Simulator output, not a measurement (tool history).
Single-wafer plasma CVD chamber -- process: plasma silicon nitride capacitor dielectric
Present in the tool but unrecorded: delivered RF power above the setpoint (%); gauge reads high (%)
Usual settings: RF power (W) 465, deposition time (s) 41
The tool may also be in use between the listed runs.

run	hour	RF power (W)	deposition time (s)	wafers since the last listed run	hours since the last RF generator calibration	hours since the showerhead was replaced	hours since the gauge calibration	read-back reference wafer on the same gauge, thickness_nm	mean film thickness on the monitor wafer (Å)
1	0	465	41	0	1733.3	8221	65.3	68.17	637.64
2	14.8	465	41	185	1748.1	8235.8	80.1	68.224	638.33
3	27.4	465	41	157	1760.7	8248.4	92.7	68.255	640.08
4	41.8	465	41	180	1775.1	8262.8	107.1	68.334	637.75
5	52.5	465	41	134	1785.8	8273.5	117.8	68.37	638.54
6	62.2	465	41	121	1795.5	8283.2	127.5	68.436	640.01
7	74.3	465	41	151	1807.6	8295.3	139.6	68.496	640.24
# hour 83: gauge calibrated
8	91.1	465	41	210	1824.4	8312.1	8.1	68.042	637.38
# hour 107.6: showerhead replaced
9	108.1	465	41	112	1841.4	0.5	25.1	68.095	637.76
10	121.7	465	41	170	1855	14.1	38.7	68.092	639.69
11	137.3	465	41	195	1870.6	29.7	54.3	68.108	637.03
12	148.6	385	43.8	141	1881.9	41	65.6	68.122	629.34
13	157	560	43.2	105	1890.3	49.4	74	68.154	721.64
14	163.5	535	34.4	81	1896.8	55.9	80.5	68.183	567.28
# hour 180.9: RF generator calibrated
15	181.4	430	48.1	123	0.5	73.8	98.4	68.231	726.73
16	187.9	380	48.9	81	7	80.3	104.9	68.277	699.62
# hour 200.6: gauge calibrated
17	235	440	41	589	54.1	127.4	34.4	68.106	623.42
18	245.9	500	38.8	136	65	138.3	45.3	68.117	622.01
19	262	425	36.5	201	81.1	154.4	61.4	68.161	548.74

Below are 3 alternative next runs, each starting from the tool's condition after run 19. Predict each:
A	262.4	465	41	5	81.5	154.8	61.8	?	?
B	262.4	530	48.9	5	81.5	154.8	61.8	?	?
C	262.4	535	33.1	5	81.5	154.8	61.8	?	?

run	read-back reference wafer on the same gauge, thickness_nm	mean film thickness on the monitor wafer (Å)
A	68.125	638.97
B	68.125	802.01
C	68.125	544.82
The same runs, with their run-to-run variation unchanged, on a tool lacking any hidden condition would have given:
run	mean film thickness on the monitor wafer (Å)
A	638.48
B	801.39
C	544.4
